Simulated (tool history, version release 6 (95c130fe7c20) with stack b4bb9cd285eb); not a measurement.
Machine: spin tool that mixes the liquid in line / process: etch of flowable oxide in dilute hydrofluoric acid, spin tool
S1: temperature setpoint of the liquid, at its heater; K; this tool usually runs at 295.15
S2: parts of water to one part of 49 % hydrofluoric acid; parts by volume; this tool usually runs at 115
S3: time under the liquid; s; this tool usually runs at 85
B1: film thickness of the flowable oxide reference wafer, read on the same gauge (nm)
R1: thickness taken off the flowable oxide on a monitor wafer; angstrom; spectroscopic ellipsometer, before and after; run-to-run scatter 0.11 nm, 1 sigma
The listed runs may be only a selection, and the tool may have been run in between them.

run,hour,S1,S2,S3,B1,R1
1,0,292.65,115,85,149.98,175.1
2,31.4,295.15,90,85,149.98,254
3,78.4,295.15,90,85,150,257.8
4,110.7,295.15,90,85,149.96,257.8
5,128.4,295.15,85,85,150.04,259.9
6,154.4,295.15,85,85,150.02,261.4
7,173.8,295.15,115,85,150.01,186.4
8,191,291.15,135,50,149.98,78.5
9,217,291.65,80,55,149.95,157.2
10,237.9,295.15,115,130,149.97,287.3
11,272.3,291.15,115,65,149.99,124
12,297,295.15,65,85,150.01,357.6
13,318,295.15,115,85,150.04,192
14,341.8,295.15,115,85,150,191.4

Not shown here: 4 entries made in the log between runs. Locate each between two listed runs and compare the hidden state at the listed run before it with the hidden state at the listed run after it:
In the gap between runs 1 and 2: gauge calibrated (hour 15.3)
  hydrofluoric acid flow above the setpoint (%): 4.21 -> 4.63
  what was measured, less what the result would be without the hidden state, R1: +7.9 -> +12.4 angstrom
In the gap between runs 4 and 5: hydrofluoric acid flow meter replaced (hour 112.1); thermometer replaced (hour 122.2)
  hydrofluoric acid flow above the setpoint (%): 5.67 -> 0.586
  what was measured, less what the result would be without the hidden state, R1: +15.2 -> +1.7 angstrom
In the gap between runs 10 and 11: gauge calibrated (hour 261)
  hydrofluoric acid flow above the setpoint (%): 2.03 -> 2.48
  what was measured, less what the result would be without the hidden state, R1: +6.5 -> +3.4 angstrom

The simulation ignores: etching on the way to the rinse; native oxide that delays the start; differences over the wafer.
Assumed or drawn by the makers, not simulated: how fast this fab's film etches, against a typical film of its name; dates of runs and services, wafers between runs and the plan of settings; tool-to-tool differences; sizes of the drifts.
